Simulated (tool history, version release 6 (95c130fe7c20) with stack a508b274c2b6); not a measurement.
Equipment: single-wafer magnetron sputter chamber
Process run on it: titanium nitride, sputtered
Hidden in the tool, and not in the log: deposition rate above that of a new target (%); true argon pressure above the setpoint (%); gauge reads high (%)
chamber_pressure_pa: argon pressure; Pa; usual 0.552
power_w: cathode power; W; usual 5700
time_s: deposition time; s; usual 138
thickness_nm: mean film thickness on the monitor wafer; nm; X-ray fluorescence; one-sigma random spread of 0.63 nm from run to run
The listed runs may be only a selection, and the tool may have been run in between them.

run   hour  chamber_pressure_pa  power_w  time_s  wafers since the last listed run  wafers on the sputter target  hours since the last manometer calibration  hours since the magnet pack was replaced  hours since the gauge calibration  read-back reference wafer on the same gauge, thickness_nm  thickness_nm
  1    0.0                0.552     5700     138                                 0                          4054                                       832.9                                    9760.6                              352.3                                                    107.035       118.924
  2   15.9                0.552     5700     138                               115                          4169                                       848.8                                    9776.5                              368.2                                                    106.990       118.159
      16.6  -- gauge calibrated
  3   31.4                0.552     5700     138                               112                          4281                                       864.3                                    9792.0                               14.8                                                    107.090       119.021
  4   60.3                0.422     5700     138                               209                          4490                                       893.2                                    9820.9                               43.7                                                    106.969       122.721
  5   85.8                0.552     5700     138                               184                          4675                                       918.7                                    9846.4                               69.2                                                    106.944       117.652
  6  108.8                0.552     5700     138                               166                          4841                                       941.7                                    9869.4                               92.2                                                    107.025       118.202
  7  143.1                0.709     5700     138                               248                          5089                                       976.0                                    9903.7                              126.5                                                    106.750       112.584
  8  161.8                0.709     5700     138                               135                          5225                                       994.7                                    9922.4                              145.2                                                    106.791       111.450
     192.4  -- sputter target and shields replaced
  9  193.6                0.709     5700     138                               172                             8                                      1026.5                                    9954.2                              177.0                                                    106.999       122.302
     202.6  -- capacitance manometer re-zeroed and calibrated
 10  213.5                0.552     5700     138                                86                            94                                        10.9                                    9974.1                              196.9                                                    107.065       126.275
 11  246.4                0.552     5700     138                               238                           332                                        43.8                                   10007.0                              229.8                                                    107.034       126.391
 12  264.0                0.552     5700     138                               127                           460                                        61.4                                   10024.6                              247.4                                                    106.836       127.731
     289.4  -- magnet pack replaced
 13  295.6                0.552     5700     138                               170                           631                                        93.0                                       6.2                              279.0                                                    107.019       125.123
 14  313.8                0.720     5250     113                               131                           762                                       111.2                                      24.4                              297.2                                                    106.974        90.542
 15  342.7                0.552     6500     152                               209                           972                                       140.1                                      53.3                              326.1                                                    107.023       157.618
 16  366.7                0.735     5700     117                               173                          1145                                       164.1                                      77.3                              350.1                                                    107.202       101.032
 17  389.5                0.552     5700     138                               165                          1310                                       186.9                                     100.1                              372.9                                                    107.212       123.768
     401.3  -- gauge calibrated
 18  405.9                0.552     5700     149                               118                          1429                                       203.3                                     116.5                                4.6                                                    107.185       133.488
 19  441.4                0.552     5700     138                               256                          1686                                       238.8                                     152.0                               40.1                                                    106.922       123.540
 20  476.8                0.552     5700     127                               256                          1942                                       274.2                                     187.4                               75.5                                                    106.774       112.886
 21  488.8                0.552     5700     138                                86                          2029                                       286.2                                     199.4                               87.5                                                    106.995       123.206
 22  514.3                0.456     4500     131                               184                          2214                                       311.7                                     224.9                              113.0                                                    107.183        94.938
 23  539.0                0.552     5700     138                               178                          2392                                       336.4                                     249.6                              137.7                                                    107.269       122.773
 24  559.3                0.552     6800     138                               146                          2539                                       356.7                                     269.9                              158.0                                                    106.907       145.478
 25  574.1                0.552     6650     156                               107                          2647                                       371.5                                     284.7                              172.8                                                    106.907       161.705
 26  590.4                0.337     6400     159                               117                          2764                                       387.8                                     301.0                              189.1                                                    106.846       167.416
 27  617.7                0.348     5350     131                               197                          2962                                       415.1                                     328.3                              216.4                                                    107.172       114.005

Hidden state at the last listed run before each entry between runs and at the first one after, where it differs:
Run 2 -> run 3: gauge calibrated (hour 16.6)
  deposition rate above that of a new target (%): -6.73 -> -6.9
  measured result minus the result with no hidden state, thickness_nm: -8.528 -> -8.815 nm
Run 8 -> run 9: sputter target and shields replaced (hour 192.4)
  deposition rate above that of a new target (%): -8.27 -> -0.563
  measured result minus the result with no hidden state, thickness_nm: -10.045 -> -0.692 nm
Run 9 -> run 10: capacitance manometer re-zeroed and calibrated (hour 202.6)
  deposition rate above that of a new target (%): -0.563 -> -0.772
  measured result minus the result with no hidden state, thickness_nm: -0.692 -> -0.983 nm
Run 12 -> run 13: magnet pack replaced (hour 289.4)
  deposition rate above that of a new target (%): -1.3 -> -1.64
  measured result minus the result with no hidden state, thickness_nm: -1.688 -> -2.082 nm
Run 17 -> run 18: gauge calibrated (hour 401.3)
  deposition rate above that of a new target (%): -2.62 -> -2.8
  measured result minus the result with no hidden state, thickness_nm: -3.336 -> -3.842 nm
